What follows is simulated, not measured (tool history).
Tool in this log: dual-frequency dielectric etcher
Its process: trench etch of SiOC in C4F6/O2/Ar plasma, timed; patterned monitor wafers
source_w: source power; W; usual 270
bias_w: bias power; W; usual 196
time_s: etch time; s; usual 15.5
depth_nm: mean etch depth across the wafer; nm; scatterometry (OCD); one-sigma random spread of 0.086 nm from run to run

| run | hour | source_w | bias_w | time_s | read-back reference wafer on the same gauge, depth_nm | depth_nm |
|---|---|---|---|---|---|---|
| 1 | 0 | 270 | 196 | 15.5 | 29.21 | 27.42 |
| 2 | 9.4 | 270 | 196 | 15.5 | 29.16 | 27.49 |
| 3 | 20.5 | 270 | 196 | 15.5 | 29.23 | 27.37 |
| 4 | 30.8 | 270 | 221 | 15.5 | 29.18 | 28.7 |
| 5 | 43 | 270 | 221 | 15.5 | 29.2 | 28.85 |
| 6 | 49.4 | 270 | 221 | 15.5 | 29.24 | 28.67 |
| 7 | 63.4 | 310 | 196 | 15.5 | 29.2 | 28.87 |
| 8 | 78.1 | 310 | 196 | 15.5 | 29.21 | 29.13 |
| 9 | 117.4 | 310 | 178 | 18.5 | 29.21 | 33.43 |
| 10 | 134.2 | 270 | 196 | 15.5 | 29.19 | 27.63 |
| 11 | 141.2 | 270 | 196 | 13 | 29.21 | 23.22 |
| 12 | 158.1 | 270 | 196 | 15.5 | 29.21 | 27.57 |
| 13 | 165.1 | 270 | 196 | 15.5 | 29.21 | 27.88 |
| 14 | 176.9 | 270 | 244 | 15.5 | 29.21 | 29.9 |
| 15 | 188.1 | 330 | 196 | 15.5 | 29.21 | 30.04 |
| 16 | 198.7 | 270 | 196 | 15.5 | 29.22 | 27.89 |
| 17 | 213.9 | 270 | 165 | 12 | 29.18 | 20.38 |
| 18 | 221.8 | 270 | 196 | 15.5 | 29.24 | 27.8 |
| 19 | 234.5 | 230 | 196 | 12 | 29.2 | 20.25 |
| 20 | 241.2 | 290 | 173 | 12.5 | 29.19 | 22.21 |
| 21 | 254.4 | 230 | 149 | 19 | 29.19 | 29.25 |
| 22 | 262 | 270 | 196 | 15.5 | 29.19 | 27.97 |
| 23 | 277.5 | 320 | 220 | 12 | 29.23 | 24.08 |
| 24 | 293.3 | 270 | 196 | 15.5 | 29.2 | 28.02 |
| 25 | 300.5 | 270 | 196 | 15.5 | 29.24 | 28.14 |
| 26 | 307.6 | 270 | 180 | 15.5 | 29.22 | 27.15 |
| 27 | 316.3 | 330 | 196 | 17 | 29.18 | 33.29 |
| 28 | 334.1 | 230 | 196 | 12 | 29.21 | 20.51 |
| 29 | 344.9 | 270 | 170 | 18 | 29.21 | 31.2 |
| 30 | 360.2 | 250 | 196 | 15.5 | 29.17 | 27.44 |

Put back what was entered between runs (3 entries, withheld): which listed runs does each sit between, and how does the hidden state differ from the listed run before to the listed run after?
After run 3, before run 4: source power generator calibrated (hour 24.6)
  etch rate over this chamber's usual, %: 0.46 -> 0.547
  the result without the hidden state subtracted from the measured one, depth_nm: +0.12 -> +0.16 nm
After run 7, before run 8: bias power generator calibrated (hour 68.9)
  etch rate over this chamber's usual, %: 0.82 -> 0.943
  the result without the hidden state subtracted from the measured one, depth_nm: +0.24 -> +0.27 nm
After run 14, before run 15: gauge calibrated (hour 183)
  etch rate over this chamber's usual, %: 1.77 -> 1.87
  the result without the hidden state subtracted from the measured one, depth_nm: +0.52 -> +0.55 nm
